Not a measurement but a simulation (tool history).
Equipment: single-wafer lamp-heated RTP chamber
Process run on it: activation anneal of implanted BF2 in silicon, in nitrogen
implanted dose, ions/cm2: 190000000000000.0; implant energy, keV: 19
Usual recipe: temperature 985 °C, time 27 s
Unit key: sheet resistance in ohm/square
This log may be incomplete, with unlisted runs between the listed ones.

run	hour	temperature	time	wafers since the last listed run	wafers since the last pyrometer calibration	wafers since the reflector plate was cleaned	hours since the gauge calibration	read-back reference wafer on the same gauge, sheet resistance	sheet resistance
1	0	985	27	0	727	5278	62.2	687.24	602.54
2	9.1	985	27	139	866	5418	71.3	687.05	602.15
3	21.3	985	27	186	1052	5604	83.5	687.16	601.94
4	31.9	985	27	162	1215	5767	94.1	687.06	602.84
5	47.5	985	27	238	1453	6005	109.7	687.14	602.56
6	63.9	985	27	250	1704	6256	126.1	686.84	602.35
# hour 74.2: reflector plate cleaned
7	74.7	985	27	42	1747	7	136.9	687.14	601.09
8	86	985	27	172	1920	180	148.2	686.97	603.64
9	94.5	985	27	130	2050	310	156.7	687.23	602.26
10	104.9	985	27	159	2209	469	167.1	686.76	601.55
11	121	985	12	246	2455	715	183.2	687.15	606.39
12	135.1	985	27	215	2671	931	197.3	686.9	602.86
# hour 149.8: gauge calibrated
# hour 150.9: pyrometer window cleaned and pyrometer calibrated
13	151.4	985	38	126	7	1058	1.6	687.02	600.67
14	157	985	27	85	92	1144	7.2	686.72	601.04
15	171.7	985	27	224	317	1369	21.9	686.92	600.63
16	184.7	999	12	198	516	1568	34.9	687.16	605.21
17	198.8	985	43	215	732	1783	49	686.99	598.16
18	205.9	972	13	108	841	1892	56.1	686.86	613.66
19	219.5	1015	19	208	1049	2100	69.7	686.72	601.17
20	236.9	985	27	266	1315	2366	87.1	686.9	603.99

Forecast each of these 4 alternatives for the next run:
A	237.3	974	27	6	1321	2372	87.5	?	?
B	237.3	1002	27	6	1321	2372	87.5	?	?
C	237.3	1004	34	6	1321	2372	87.5	?	?
D	237.3	961	36	6	1321	2372	87.5	?	?

run	read-back reference wafer on the same gauge, sheet resistance	sheet resistance
A	687.4	607.23
B	687.4	599.07
C	687.4	596.63
D	687.4	616.79
With no hidden state in the tool, these same runs would have given:
run	sheet resistance
A	607.23
B	599.07
C	596.63
D	616.79
